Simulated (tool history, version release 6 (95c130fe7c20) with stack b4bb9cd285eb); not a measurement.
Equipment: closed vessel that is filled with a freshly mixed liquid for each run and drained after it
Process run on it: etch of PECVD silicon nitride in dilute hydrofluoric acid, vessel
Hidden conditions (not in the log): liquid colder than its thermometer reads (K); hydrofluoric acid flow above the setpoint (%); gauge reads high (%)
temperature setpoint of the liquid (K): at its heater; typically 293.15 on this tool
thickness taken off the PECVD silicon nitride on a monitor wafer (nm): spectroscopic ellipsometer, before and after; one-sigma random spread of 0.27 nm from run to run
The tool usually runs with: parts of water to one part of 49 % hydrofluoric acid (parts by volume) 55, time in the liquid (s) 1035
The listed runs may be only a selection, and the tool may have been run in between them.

run   hour  temperature setpoint of the liquid (K)  parts of water to one part of 49 % hydrofluoric acid (parts by volume)  time in the liquid (s)  wafers since the last listed run  hours since the thermometer was replaced  hours since the hydrofluoric acid flow meter was replaced  hours since the gauge calibration  read-back film thickness of the PECVD silicon nitride reference wafer, read on the same gauge (nm)  thickness taken off the PECVD silicon nitride on a monitor wafer (nm)
  1    0.0                                  291.15                                                                      55                    1035                                 0                                    2076.4                                                     1302.0                             1099.9                                                                                               50.05                                                                  42.33
  2   16.4                                  291.15                                                                      55                    1035                               932                                    2092.8                                                     1318.4                             1116.3                                                                                               49.99                                                                  42.34
  3   33.7                                  293.15                                                                      55                    1035                               984                                    2110.1                                                     1335.7                             1133.6                                                                                               49.98                                                                  48.36
  4   55.6                                  293.15                                                                      55                    1035                              1245                                    2132.0                                                     1357.6                             1155.5                                                                                               50.00                                                                  48.49
      76.9  -- gauge calibrated
  5   86.6                                  293.15                                                                      55                     850                              1763                                    2163.0                                                     1388.6                                9.7                                                                                               49.99                                                                  39.96
  6  100.5                                  293.15                                                                      70                     730                               790                                    2176.9                                                     1402.5                               23.6                                                                                               49.99                                                                  27.04
  7  132.5                                  293.15                                                                      70                     730                              1820                                    2208.9                                                     1434.5                               55.6                                                                                               49.98                                                                  27.12
  8  149.2                                  293.15                                                                      55                    1035                               949                                    2225.6                                                     1451.2                               72.3                                                                                               50.01                                                                  48.43
  9  166.9                                  290.15                                                                      75                     755                              1006                                    2243.3                                                     1468.9                               90.0                                                                                               50.04                                                                  21.09
 10  188.6                                  296.15                                                                      55                     655                              1234                                    2265.0                                                     1490.6                              111.7                                                                                               50.02                                                                  37.80
 11  219.7                                  296.65                                                                      55                     475                              1769                                    2296.1                                                     1521.7                              142.8                                                                                               49.98                                                                  28.34
 12  249.1                                  293.15                                                                      55                    1035                              1672                                    2325.5                                                     1551.1                              172.2                                                                                               50.02                                                                  48.17
 13  269.9                                  293.15                                                                      55                    1035                              1183                                    2346.3                                                     1571.9                              193.0                                                                                               50.02                                                                  47.76
 14  302.5                                  293.15                                                                      55                     420                              1854                                    2378.9                                                     1604.5                              225.6                                                                                               50.03                                                                  19.39
 15  321.3                                  293.15                                                                      30                     490                              1069                                    2397.7                                                     1623.3                              244.4                                                                                               49.98                                                                  40.66
 16  351.6                                  296.65                                                                      75                     615                              1723                                    2428.0                                                     1653.6                              274.7                                                                                               50.00                                                                  26.78
 17  378.5                                  290.15                                                                      80                    1210                              1530                                    2454.9                                                     1680.5                              301.6                                                                                               50.03                                                                  31.31
     398.9  -- hydrofluoric acid flow meter replaced
 18  408.0                                  293.15                                                                      55                    1035                              1621                                    2484.4                                                        9.1                              331.1                                                                                               49.98                                                                  47.38
     417.7  -- thermometer replaced
 19  428.2                                  294.65                                                                      25                     825                              1092                                      10.5                                                       29.3                              351.3                                                                                               49.98                                                                 104.62
 20  462.1                                  290.65                                                                      75                    1575                              1928                                      44.4                                                       63.2                              385.2                                                                                               50.02                                                                  51.47
 21  494.3                                  290.65                                                                      80                    1330                              1831                                      76.6                                                       95.4                              417.4                                                                                               49.99                                                                  40.91
 22  522.6                                  290.15                                                                      35                    1035                              1609                                     104.9                                                      123.7                              445.7                                                                                               50.00                                                                  68.68
 23  535.5                                  291.15                                                                      55                     770                               733                                     117.8                                                      136.6                              458.6                                                                                               50.00                                                                  34.93
 24  557.8                                  293.15                                                                      55                     560                              1268                                     140.1                                                      158.9                              480.9                                                                                               50.00                                                                  29.36
 25  591.2                                  290.65                                                                      30                    1460                              1899                                     173.5                                                      192.3                              514.3                                                                                               50.01                                                                 114.65
 26  607.4                                  293.15                                                                      55                    1035                               921                                     189.7                                                      208.5                              530.5                                                                                               49.99                                                                  54.07
 27  622.0                                  291.15                                                                      55                    1035                               830                                     204.3                                                      223.1                              545.1                                                                                               50.02                                                                  46.80
 28  648.9                                  293.15                                                                      55                     420                              1530                                     231.2                                                      250.0                              572.0                                                                                               49.98                                                                  21.74
 29  663.5                                  293.15                                                                      30                    1035                               830                                     245.8                                                      264.6                              586.6                                                                                               50.02                                                                  97.26
 30  679.1                                  290.15                                                                      80                     690                               887                                     261.4                                                      280.2                              602.2                                                                                               50.03                                                                  20.29
 31  694.3                                  296.65                                                                      65                     650                               864                                     276.6                                                      295.4                              617.4                                                                                               50.00                                                                  36.71
 32  713.2                                  293.15                                                                      55                    1035                              1075                                     295.5                                                      314.3                              636.3                                                                                               50.02                                                                  54.36

Hidden condition of the tool, last listed run before each entry between runs versus first listed run after:
After run 4, before run 5: gauge calibrated (hour 76.9)
  liquid colder than its thermometer reads (K): 1.83 -> 1.85
  the result without the hidden state subtracted from the measured one, thickness taken off the PECVD silicon nitride on a monitor wafer (nm): -6.61 -> -5.51
After run 17, before run 18: hydrofluoric acid flow meter replaced (hour 398.9)
  liquid colder than its thermometer reads (K): 2.04 -> 2.06
  the result without the hidden state subtracted from the measured one, thickness taken off the PECVD silicon nitride on a monitor wafer (nm): -4.86 -> -7.33
After run 18, before run 19: thermometer replaced (hour 417.7)
  liquid colder than its thermometer reads (K): 2.06 -> 0.132
  the result without the hidden state subtracted from the measured one, thickness taken off the PECVD silicon nitride on a monitor wafer (nm): -7.33 -> -0.95
